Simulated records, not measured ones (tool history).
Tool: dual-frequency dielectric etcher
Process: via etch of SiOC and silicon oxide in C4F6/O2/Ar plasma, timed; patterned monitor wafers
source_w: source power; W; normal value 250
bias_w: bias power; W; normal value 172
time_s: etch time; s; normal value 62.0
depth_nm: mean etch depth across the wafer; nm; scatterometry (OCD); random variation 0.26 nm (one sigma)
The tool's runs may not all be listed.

run	hour	source_w	bias_w	time_s	read-back reference wafer on the same gauge, depth_nm	depth_nm
1	0.0	250	172	62.0	43.8	52.6
2	17.4	250	172	62.0	43.7	52.5
3	34.8	250	172	62.0	43.8	52.9
4	56.4	250	181	62.0	43.9	53.3
5	87.0	250	181	62.0	43.8	54.3
6	102.4	280	172	62.0	43.8	55.0
7	138.3	250	205	62.0	43.7	56.9
8	152.7	230	145	70.5	43.8	56.1
9	171.6	200	172	73.5	43.9	59.8
# hour 212.8: gauge calibrated
10	244.1	250	194	52.0	43.7	47.2
11	267.6	190	172	62.0	43.8	50.3
# hour 298.1: source power generator calibrated
# hour 309.8: wet clean of the chamber
12	310.3	250	172	62.0	43.8	52.2
13	324.6	220	133	62.0	43.9	46.3
14	338.7	250	172	62.0	43.8	52.3
15	364.2	290	188	50.0	43.8	45.6
16	392.7	250	172	80.0	43.8	67.9
17	418.5	250	172	62.0	43.8	52.8
18	435.4	250	172	69.0	43.8	58.8
19	463.6	230	157	67.5	43.8	54.4
20	482.9	250	172	62.0	43.8	53.5
21	506.9	270	139	62.0	43.7	50.1
22	533.1	210	143	49.0	43.8	37.8
23	561.2	250	172	74.5	43.8	64.7
24	587.6	290	172	62.0	43.8	55.9
25	608.8	230	155	48.0	43.9	39.0
26	636.7	250	172	62.0	43.9	54.1
27	654.9	280	192	62.0	43.8	57.7
28	669.1	290	187	77.5	43.8	72.6
29	690.1	220	213	62.0	43.8	57.0

Each row is a separate what-if for the run after 29, all from the same tool condition, not one after another. Results?
A	690.5	210	172	62.0	?	?
B	690.5	250	172	77.0	?	?
C	690.5	250	172	44.5	?	?
D	690.5	310	172	74.0	?	?
E	690.5	210	147	62.0	?	?

run	read-back reference wafer on the same gauge, depth_nm	depth_nm
A	43.9	51.9
B	43.9	67.3
C	43.9	38.9
D	43.9	68.4
E	43.9	48.9
The same runs, with their run-to-run variation unchanged, on a tool lacking any hidden condition would have given:
run	depth_nm
A	49.9
B	64.7
C	37.4
D	65.7
E	47.0
